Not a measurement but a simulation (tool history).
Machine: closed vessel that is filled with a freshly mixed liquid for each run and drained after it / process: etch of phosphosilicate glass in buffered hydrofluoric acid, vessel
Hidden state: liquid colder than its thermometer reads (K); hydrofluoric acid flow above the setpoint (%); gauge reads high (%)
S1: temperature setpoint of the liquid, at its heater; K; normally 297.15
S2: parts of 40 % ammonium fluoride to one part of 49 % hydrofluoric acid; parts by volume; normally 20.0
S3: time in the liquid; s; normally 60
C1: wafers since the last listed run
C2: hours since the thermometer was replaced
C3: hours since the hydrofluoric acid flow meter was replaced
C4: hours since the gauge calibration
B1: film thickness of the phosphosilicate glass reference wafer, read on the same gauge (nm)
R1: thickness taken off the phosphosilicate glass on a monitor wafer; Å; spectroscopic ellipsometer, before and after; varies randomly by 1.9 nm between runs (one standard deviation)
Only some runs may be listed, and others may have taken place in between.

run 1 hour=0.0 | S1=297.15 S2=20.0 S3=60 | C1=0 C2=1702.5 C3=861.4 C4=497.8 | B1=97.82 | R1=3135.6
-- hour=6.1 gauge calibrated
run 2 hour=33.4 | S1=297.15 S2=20.0 S3=60 | C1=4766 C2=1735.9 C3=894.8 C4=27.3 | B1=100.01 | R1=3228.3
run 3 hour=78.7 | S1=297.15 S2=15.0 S3=85 | C1=6464 C2=1781.2 C3=940.1 C4=72.6 | B1=99.58 | R1=6078.9
run 4 hour=103.6 | S1=297.15 S2=15.0 S3=85 | C1=3553 C2=1806.1 C3=965.0 C4=97.5 | B1=99.43 | R1=6028.8
run 5 hour=181.5 | S1=297.15 S2=20.0 S3=60 | C1=11116 C2=1884.0 C3=1042.9 C4=175.4 | B1=98.93 | R1=3221.8
run 6 hour=236.5 | S1=297.15 S2=20.0 S3=60 | C1=7848 C2=1939.0 C3=1097.9 C4=230.4 | B1=98.70 | R1=3193.1
-- hour=286.3 hydrofluoric acid flow meter replaced
run 7 hour=286.8 | S1=297.15 S2=20.0 S3=60 | C1=7034 C2=1989.3 C3=0.5 C4=280.7 | B1=98.56 | R1=3203.5
run 8 hour=332.0 | S1=297.15 S2=20.0 S3=60 | C1=6449 C2=2034.5 C3=45.7 C4=325.9 | B1=98.46 | R1=3216.7
run 9 hour=374.8 | S1=297.15 S2=20.0 S3=60 | C1=6107 C2=2077.3 C3=88.5 C4=368.7 | B1=98.37 | R1=3165.1
-- hour=457.7 thermometer replaced
run 10 hour=567.6 | S1=294.65 S2=14.5 S3=30 | C1=27369 C2=109.9 C3=281.3 C4=561.5 | B1=98.19 | R1=1911.8
run 11 hour=602.5 | S1=297.15 S2=22.5 S3=75 | C1=4980 C2=144.8 C3=316.2 C4=596.4 | B1=98.19 | R1=3663.2
-- hour=624.1 gauge calibrated
run 12 hour=648.1 | S1=301.65 S2=25.5 S3=60 | C1=6507 C2=190.4 C3=361.8 C4=24.0 | B1=99.87 | R1=3512.5
run 13 hour=700.9 | S1=299.65 S2=27.5 S3=40 | C1=7534 C2=243.2 C3=414.6 C4=76.8 | B1=99.41 | R1=1992.6
run 14 hour=739.7 | S1=297.15 S2=20.0 S3=30 | C1=5536 C2=282.0 C3=453.4 C4=115.6 | B1=99.05 | R1=1611.7
run 15 hour=767.3 | S1=301.65 S2=20.0 S3=60 | C1=3938 C2=309.6 C3=481.0 C4=143.2 | B1=98.91 | R1=4067.3
run 16 hour=818.3 | S1=297.15 S2=20.0 S3=60 | C1=7277 C2=360.6 C3=532.0 C4=194.2 | B1=98.65 | R1=3210.6
run 17 hour=845.2 | S1=297.15 S2=20.0 S3=60 | C1=3838 C2=387.5 C3=558.9 C4=221.1 | B1=98.58 | R1=3186.7
run 18 hour=895.8 | S1=297.15 S2=20.0 S3=60 | C1=7220 C2=438.1 C3=609.5 C4=271.7 | B1=98.38 | R1=3193.3
run 19 hour=940.7 | S1=293.15 S2=26.5 S3=90 | C1=6407 C2=483.0 C3=654.4 C4=316.6 | B1=98.27 | R1=3163.4

Exercise: give the hidden state of the tool at every run:
liquid colder than its thermometer reads (K): 0 on each run
hydrofluoric acid flow above the setpoint (%): 0 on each run
H1: gauge reads high (%)
run=1 H1=-2.17
run=2 H1=0.0318
run=3 H1=-0.404
run=4 H1=-0.601
run=5 H1=-1.07
run=6 H1=-1.3
run=7 H1=-1.45
run=8 H1=-1.56
run=9 H1=-1.64
run=10 H1=-1.84
run=11 H1=-1.86
run=12 H1=-0.116
run=13 H1=-0.623
run=14 H1=-0.912
run=15 H1=-1.08
run=16 H1=-1.34
run=17 H1=-1.45
run=18 H1=-1.61
run=19 H1=-1.72

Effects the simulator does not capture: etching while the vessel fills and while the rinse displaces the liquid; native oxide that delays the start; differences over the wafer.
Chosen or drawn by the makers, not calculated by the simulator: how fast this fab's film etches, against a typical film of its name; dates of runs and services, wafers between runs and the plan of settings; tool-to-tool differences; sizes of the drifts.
